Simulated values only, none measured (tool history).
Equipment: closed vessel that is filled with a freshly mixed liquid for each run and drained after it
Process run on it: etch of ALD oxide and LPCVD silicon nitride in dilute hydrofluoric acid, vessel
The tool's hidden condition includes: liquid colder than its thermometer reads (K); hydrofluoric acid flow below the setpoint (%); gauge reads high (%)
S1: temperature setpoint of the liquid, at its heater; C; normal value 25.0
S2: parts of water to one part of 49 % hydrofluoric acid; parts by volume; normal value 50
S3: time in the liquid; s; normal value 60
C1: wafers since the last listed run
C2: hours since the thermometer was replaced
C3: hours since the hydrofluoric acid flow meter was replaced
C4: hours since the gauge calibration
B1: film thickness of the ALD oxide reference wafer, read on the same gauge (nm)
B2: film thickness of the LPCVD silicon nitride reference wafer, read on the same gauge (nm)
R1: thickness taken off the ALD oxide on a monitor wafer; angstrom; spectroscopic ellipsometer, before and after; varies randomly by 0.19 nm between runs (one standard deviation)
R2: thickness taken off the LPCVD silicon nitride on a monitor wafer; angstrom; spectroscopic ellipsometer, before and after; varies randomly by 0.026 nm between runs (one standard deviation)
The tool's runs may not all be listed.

{"run": 1, "hour": 0.0, "S1": 25.0, "S2": 50, "S3": 60, "C1": 0, "C2": 1546.4, "C3": 1651.7, "C4": 560.9, "B1": 70.01, "B2": 139.982, "R1": 273.0, "R2": 4.57}
{"run": 2, "hour": 77.4, "S1": 25.0, "S2": 50, "S3": 60, "C1": 8693, "C2": 1623.8, "C3": 1729.1, "C4": 638.3, "B1": 70.01, "B2": 140.01, "R1": 268.2, "R2": 4.64}
{"run": 3, "hour": 162.0, "S1": 25.0, "S2": 50, "S3": 60, "C1": 9501, "C2": 1708.4, "C3": 1813.7, "C4": 722.9, "B1": 70.02, "B2": 140.024, "R1": 268.3, "R2": 4.85}
{"run": 4, "hour": 208.0, "S1": 25.0, "S2": 50, "S3": 60, "C1": 5166, "C2": 1754.4, "C3": 1859.7, "C4": 768.9, "B1": 70.0, "B2": 140.007, "R1": 266.9, "R2": 4.44}
{"run": 5, "hour": 267.5, "S1": 25.0, "S2": 50, "S3": 60, "C1": 6682, "C2": 1813.9, "C3": 1919.2, "C4": 828.4, "B1": 70.01, "B2": 140.004, "R1": 267.5, "R2": 4.56}
{"run": 6, "hour": 361.3, "S1": 25.0, "S2": 50, "S3": 60, "C1": 10535, "C2": 1907.7, "C3": 2013.0, "C4": 922.2, "B1": 69.99, "B2": 140.014, "R1": 266.0, "R2": 4.75}
{"run": 7, "hour": 414.5, "S1": 25.0, "S2": 50, "S3": 60, "C1": 5975, "C2": 1960.9, "C3": 2066.2, "C4": 975.4, "B1": 69.98, "B2": 140.005, "R1": 262.3, "R2": 4.39}
{"run": 8, "hour": 462.7, "S1": 25.0, "S2": 50, "S3": 60, "C1": 5413, "C2": 2009.1, "C3": 2114.4, "C4": 1023.6, "B1": 69.99, "B2": 140.004, "R1": 263.2, "R2": 3.84}
{"hour": 467.2, "done": "thermometer replaced"}
{"hour": 485.2, "done": "hydrofluoric acid flow meter replaced"}
{"run": 9, "hour": 506.6, "S1": 25.0, "S2": 50, "S3": 60, "C1": 4706, "C2": 39.4, "C3": 21.4, "C4": 1067.5, "B1": 70.01, "B2": 139.996, "R1": 306.1, "R2": 4.76}
{"run": 10, "hour": 552.8, "S1": 26.5, "S2": 30, "S3": 35, "C1": 5188, "C2": 85.6, "C3": 67.6, "C4": 1113.7, "B1": 70.0, "B2": 139.992, "R1": 321.4, "R2": 5.23}
{"run": 11, "hour": 659.1, "S1": 25.0, "S2": 70, "S3": 60, "C1": 11939, "C2": 191.9, "C3": 173.9, "C4": 1220.0, "B1": 70.02, "B2": 139.984, "R1": 210.0, "R2": 3.68}
{"hour": 665.4, "done": "gauge calibrated"}
{"run": 12, "hour": 712.1, "S1": 25.0, "S2": 50, "S3": 60, "C1": 5952, "C2": 244.9, "C3": 226.9, "C4": 46.7, "B1": 69.99, "B2": 139.995, "R1": 299.3, "R2": 5.19}
{"run": 13, "hour": 807.6, "S1": 29.0, "S2": 50, "S3": 80, "C1": 10726, "C2": 340.4, "C3": 322.4, "C4": 142.2, "B1": 69.98, "B2": 140.012, "R1": 463.4, "R2": 8.73}
{"run": 14, "hour": 906.9, "S1": 28.5, "S2": 65, "S3": 80, "C1": 11152, "C2": 439.7, "C3": 421.7, "C4": 241.5, "B1": 69.97, "B2": 140.012, "R1": 345.2, "R2": 6.66}
{"run": 15, "hour": 986.0, "S1": 25.0, "S2": 50, "S3": 60, "C1": 8884, "C2": 518.8, "C3": 500.8, "C4": 320.6, "B1": 70.0, "B2": 140.006, "R1": 296.4, "R2": 4.38}
{"run": 16, "hour": 1068.6, "S1": 25.0, "S2": 65, "S3": 60, "C1": 9277, "C2": 601.4, "C3": 583.4, "C4": 403.2, "B1": 70.0, "B2": 139.981, "R1": 221.6, "R2": 3.92}
{"run": 17, "hour": 1135.5, "S1": 28.0, "S2": 50, "S3": 60, "C1": 7513, "C2": 668.3, "C3": 650.3, "C4": 470.1, "B1": 70.0, "B2": 140.002, "R1": 332.2, "R2": 5.93}
{"run": 18, "hour": 1210.3, "S1": 25.0, "S2": 50, "S3": 60, "C1": 8401, "C2": 743.1, "C3": 725.1, "C4": 544.9, "B1": 70.02, "B2": 140.001, "R1": 293.2, "R2": 5.12}
{"run": 19, "hour": 1288.5, "S1": 25.0, "S2": 50, "S3": 60, "C1": 8783, "C2": 821.3, "C3": 803.3, "C4": 623.1, "B1": 69.98, "B2": 140.019, "R1": 291.7, "R2": 4.98}

List, for all runs, the conditions of the tool that the log does not record:
liquid colder than its thermometer reads (K): 0 on each run
gauge reads high (%): 0 on each run
H1: hydrofluoric acid flow below the setpoint (%)
run=1 H1=11.4
run=2 H1=11.8
run=3 H1=12.3
run=4 H1=12.5
run=5 H1=12.8
run=6 H1=13.3
run=7 H1=13.6
run=8 H1=13.9
run=9 H1=1.15
run=10 H1=1.39
run=11 H1=1.96
run=12 H1=2.24
run=13 H1=2.75
run=14 H1=3.28
run=15 H1=3.7
run=16 H1=4.14
run=17 H1=4.5
run=18 H1=4.9
run=19 H1=5.31

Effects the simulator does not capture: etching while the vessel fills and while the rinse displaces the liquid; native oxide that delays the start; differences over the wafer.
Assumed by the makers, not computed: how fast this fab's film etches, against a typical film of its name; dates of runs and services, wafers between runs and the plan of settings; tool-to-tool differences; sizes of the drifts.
